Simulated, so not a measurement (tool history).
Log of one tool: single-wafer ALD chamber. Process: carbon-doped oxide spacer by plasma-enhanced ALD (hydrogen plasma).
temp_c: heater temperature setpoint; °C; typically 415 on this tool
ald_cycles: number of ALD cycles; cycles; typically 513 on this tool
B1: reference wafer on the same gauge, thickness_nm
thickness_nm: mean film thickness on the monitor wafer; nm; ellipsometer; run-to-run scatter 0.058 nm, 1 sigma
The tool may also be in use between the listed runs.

run 1 hour=0 | temp_c=415 ald_cycles=513 | B1=19.196 | thickness_nm=23.17
run 2 hour=14.4 | temp_c=415 ald_cycles=513 | B1=19.205 | thickness_nm=23.262
run 3 hour=26.7 | temp_c=415 ald_cycles=513 | B1=19.19 | thickness_nm=23.161
run 4 hour=38.8 | temp_c=415 ald_cycles=513 | B1=19.192 | thickness_nm=23.088
run 5 hour=49.3 | temp_c=415 ald_cycles=513 | B1=19.213 | thickness_nm=23.128
run 6 hour=66.9 | temp_c=415 ald_cycles=583 | B1=19.19 | thickness_nm=26.262
run 7 hour=74.7 | temp_c=415 ald_cycles=583 | B1=19.194 | thickness_nm=26.362
run 8 hour=87.4 | temp_c=415 ald_cycles=583 | B1=19.205 | thickness_nm=26.311
run 9 hour=96.1 | temp_c=415 ald_cycles=455 | B1=19.204 | thickness_nm=20.451
run 10 hour=110.7 | temp_c=415 ald_cycles=455 | B1=19.211 | thickness_nm=20.604
run 11 hour=122.1 | temp_c=415 ald_cycles=455 | B1=19.206 | thickness_nm=20.456
run 12 hour=131.7 | temp_c=415 ald_cycles=513 | B1=19.182 | thickness_nm=23.166
run 13 hour=143.3 | temp_c=415 ald_cycles=513 | B1=19.216 | thickness_nm=23.175
run 14 hour=159.8 | temp_c=415 ald_cycles=513 | B1=19.205 | thickness_nm=23.233
run 15 hour=176.2 | temp_c=425 ald_cycles=442 | B1=19.187 | thickness_nm=19.385
run 16 hour=192.1 | temp_c=415 ald_cycles=452 | B1=19.212 | thickness_nm=20.296
run 17 hour=201 | temp_c=415 ald_cycles=580 | B1=19.2 | thickness_nm=26.083
run 18 hour=210.4 | temp_c=415 ald_cycles=513 | B1=19.224 | thickness_nm=23.064
run 19 hour=221.8 | temp_c=422 ald_cycles=487 | B1=19.21 | thickness_nm=21.552
run 20 hour=231.6 | temp_c=415 ald_cycles=513 | B1=19.189 | thickness_nm=23.089
run 21 hour=284.1 | temp_c=425 ald_cycles=474 | B1=19.206 | thickness_nm=20.827
run 22 hour=295.4 | temp_c=415 ald_cycles=411 | B1=19.197 | thickness_nm=18.419
run 23 hour=304.5 | temp_c=415 ald_cycles=513 | B1=19.208 | thickness_nm=23.186
run 24 hour=316 | temp_c=415 ald_cycles=513 | B1=19.21 | thickness_nm=23.146
run 25 hour=322.3 | temp_c=425 ald_cycles=567 | B1=19.207 | thickness_nm=24.904
run 26 hour=329.8 | temp_c=410 ald_cycles=454 | B1=19.213 | thickness_nm=20.829
run 27 hour=337.3 | temp_c=415 ald_cycles=421 | B1=19.21 | thickness_nm=19.025
run 28 hour=350.4 | temp_c=402 ald_cycles=415 | B1=19.214 | thickness_nm=19.427

Not shown: 3 entries that the log had between the listed runs. Between which runs, and how does the tool's hidden state differ before and after?
Run 3 -> run 4: gauge calibrated (hour 36.1)
  the hidden state is the same at both runs
Run 12 -> run 13: thermocouple changed; heater temperature recalibrated (hour 142.8)
  the hidden state is the same at both runs
Run 20 -> run 21: gauge calibrated (hour 262.4)
  the hidden state is the same at both runs

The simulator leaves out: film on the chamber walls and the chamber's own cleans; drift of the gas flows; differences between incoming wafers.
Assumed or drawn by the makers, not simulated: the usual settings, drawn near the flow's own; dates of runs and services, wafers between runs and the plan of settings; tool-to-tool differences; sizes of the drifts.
